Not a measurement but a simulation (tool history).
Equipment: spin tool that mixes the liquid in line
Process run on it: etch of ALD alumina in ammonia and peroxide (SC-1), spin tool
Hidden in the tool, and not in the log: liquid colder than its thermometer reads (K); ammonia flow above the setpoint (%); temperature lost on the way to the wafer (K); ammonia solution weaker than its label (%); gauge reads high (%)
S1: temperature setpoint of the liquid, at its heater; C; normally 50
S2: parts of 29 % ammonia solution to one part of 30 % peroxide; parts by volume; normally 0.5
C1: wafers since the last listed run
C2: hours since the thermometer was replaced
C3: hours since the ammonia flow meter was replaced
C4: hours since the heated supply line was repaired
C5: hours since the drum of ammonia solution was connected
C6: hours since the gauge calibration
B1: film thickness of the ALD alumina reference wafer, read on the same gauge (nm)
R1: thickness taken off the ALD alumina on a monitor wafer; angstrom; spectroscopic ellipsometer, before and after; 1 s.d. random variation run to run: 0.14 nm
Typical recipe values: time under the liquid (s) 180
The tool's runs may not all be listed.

Run 1, hour 0: usual settings; C1 0; C2 1541.7; C3 1504; C4 2721; C5 445.2; C6 491.3; B1 80. Result: R1 106.8 angstrom.
At hour 19.4: new drum of ammonia solution connected.
At hour 81.7: thermometer replaced.
Run 2, hour 105.8: usual settings; C1 417; C2 24.1; C3 1609.8; C4 2826.8; C5 86.4; C6 597.1; B1 80.01. Result: R1 115.9 angstrom.
Run 3, hour 133.2: usual settings; C1 110; C2 51.5; C3 1637.2; C4 2854.2; C5 113.8; C6 624.5; B1 79.98. Result: R1 118.9 angstrom.
Run 4, hour 161.5: usual settings; C1 113; C2 79.8; C3 1665.5; C4 2882.5; C5 142.1; C6 652.8; B1 79.99. Result: R1 118 angstrom.
Run 5, hour 184.6: usual settings but S1 57.5 C, time under the liquid (s) 130; C1 92; C2 102.9; C3 1688.6; C4 2905.6; C5 165.2; C6 675.9; B1 80. Result: R1 127.5 angstrom.
Run 6, hour 198.3: usual settings but time under the liquid (s) 150; C1 55; C2 116.6; C3 1702.3; C4 2919.3; C5 178.9; C6 689.6; B1 80.02. Result: R1 95.7 angstrom.
Run 7, hour 222.2: usual settings but S1 44.5 C; C1 96; C2 140.5; C3 1726.2; C4 2943.2; C5 202.8; C6 713.5; B1 80. Result: R1 84.6 angstrom.
Run 8, hour 244.2: usual settings but S1 40.5 C, S2 0.35 parts by volume, time under the liquid (s) 110; C1 88; C2 162.5; C3 1748.2; C4 2965.2; C5 224.8; C6 735.5; B1 80. Result: R1 39.9 angstrom.
Run 9, hour 266.9: usual settings but S2 0.7 parts by volume; C1 91; C2 185.2; C3 1770.9; C4 2987.9; C5 247.5; C6 758.2; B1 80. Result: R1 119.9 angstrom.
Run 10, hour 291.2: usual settings but S2 0.4 parts by volume; C1 97; C2 209.5; C3 1795.2; C4 3012.2; C5 271.8; C6 782.5; B1 79.99. Result: R1 112.7 angstrom.
Run 11, hour 314.7: usual settings but S1 45.5 C, S2 0.65 parts by volume, time under the liquid (s) 225; C1 94; C2 233; C3 1818.7; C4 3035.7; C5 295.3; C6 806; B1 80.01. Result: R1 113 angstrom.
Run 12, hour 328.9: usual settings but S1 60 C, S2 0.25 parts by volume; C1 57; C2 247.2; C3 1832.9; C4 3049.9; C5 309.5; C6 820.2; B1 80. Result: R1 184.2 angstrom.
Run 13, hour 362: usual settings but S2 0.7 parts by volume; C1 133; C2 280.3; C3 1866; C4 3083; C5 342.6; C6 853.3; B1 80. Result: R1 119.4 angstrom.
Run 14, hour 389.7: usual settings but S2 0.65 parts by volume, time under the liquid (s) 90; C1 111; C2 308; C3 1893.7; C4 3110.7; C5 370.3; C6 881; B1 80.02. Result: R1 59.5 angstrom.
At hour 405.4: heated supply line repaired.
Run 15, hour 408.6: usual settings but S1 54 C, S2 0.7 parts by volume; C1 71; C2 326.9; C3 1912.6; C4 3.2; C5 389.2; C6 899.9; B1 80. Result: R1 176 angstrom.
At hour 434.1: new drum of ammonia solution connected.
Run 16, hour 436.1: usual settings but S1 56 C, S2 0.6 parts by volume, time under the liquid (s) 270; C1 106; C2 354.4; C3 1940.1; C4 30.7; C5 2; C6 927.4; B1 79.98. Result: R1 286.9 angstrom.
Run 17, hour 470: usual settings but time under the liquid (s) 260; C1 136; C2 388.3; C3 1974; C4 64.6; C5 35.9; C6 961.3; B1 80. Result: R1 196.1 angstrom.
At hour 472: gauge calibrated.
Run 18, hour 494.1: usual settings; C1 96; C2 412.4; C3 1998.1; C4 88.7; C5 60; C6 22.1; B1 80.02. Result: R1 134.9 angstrom.
Run 19, hour 519.7: usual settings but time under the liquid (s) 140; C1 102; C2 438; C3 2023.7; C4 114.3; C5 85.6; C6 47.7; B1 80. Result: R1 104.2 angstrom.
At hour 530.2: ammonia flow meter replaced.
Run 20, hour 553.7: usual settings but S2 0.25 parts by volume; C1 132; C2 472; C3 23.5; C4 148.3; C5 119.6; C6 81.7; B1 79.99. Result: R1 125.6 angstrom.
Run 21, hour 575.5: usual settings; C1 87; C2 493.8; C3 45.3; C4 170.1; C5 141.4; C6 103.5; B1 80.01. Result: R1 132.5 angstrom.
Run 22, hour 608.7: usual settings but S2 0.6 parts by volume, time under the liquid (s) 105; C1 133; C2 527; C3 78.5; C4 203.3; C5 174.6; C6 136.7; B1 80.01. Result: R1 77.6 angstrom.
Run 23, hour 644.2: usual settings; C1 142; C2 562.5; C3 114; C4 238.8; C5 210.1; C6 172.2; B1 79.99. Result: R1 133.4 angstrom.
Run 24, hour 751.9: usual settings; C1 433; C2 670.2; C3 221.7; C4 346.5; C5 317.8; C6 279.9; B1 80.01. Result: R1 130.7 angstrom.
Run 25, hour 787.8: usual settings; C1 144; C2 706.1; C3 257.6; C4 382.4; C5 353.7; C6 315.8; B1 80. Result: R1 129.8 angstrom.

List, for all runs, the conditions of the tool that the log does not record:
ammonia flow above the setpoint (%): 0 across all the runs
ammonia solution weaker than its label (%): 0 across all the runs
gauge reads high (%): 0 across all the runs
H1: liquid colder than its thermometer reads (K)
H2: temperature lost on the way to the wafer (K)
run      H1     H2
  1    2.16   3.71
  2   0.045   3.85
  3  0.0805   3.89
  4   0.117   3.93
  5   0.147   3.96
  6   0.165   3.98
  7   0.196   4.01
  8   0.224   4.04
  9   0.253   4.07
 10   0.285    4.1
 11   0.315   4.13
 12   0.334   4.15
 13   0.376    4.2
 14   0.412   4.24
 15   0.437  0.814
 16   0.472  0.852
 17   0.516  0.898
 18   0.547   0.93
 19    0.58  0.965
 20   0.624   1.01
 21   0.652   1.04
 22   0.695   1.09
 23   0.741   1.13
 24    0.88   1.28
 25   0.927   1.33

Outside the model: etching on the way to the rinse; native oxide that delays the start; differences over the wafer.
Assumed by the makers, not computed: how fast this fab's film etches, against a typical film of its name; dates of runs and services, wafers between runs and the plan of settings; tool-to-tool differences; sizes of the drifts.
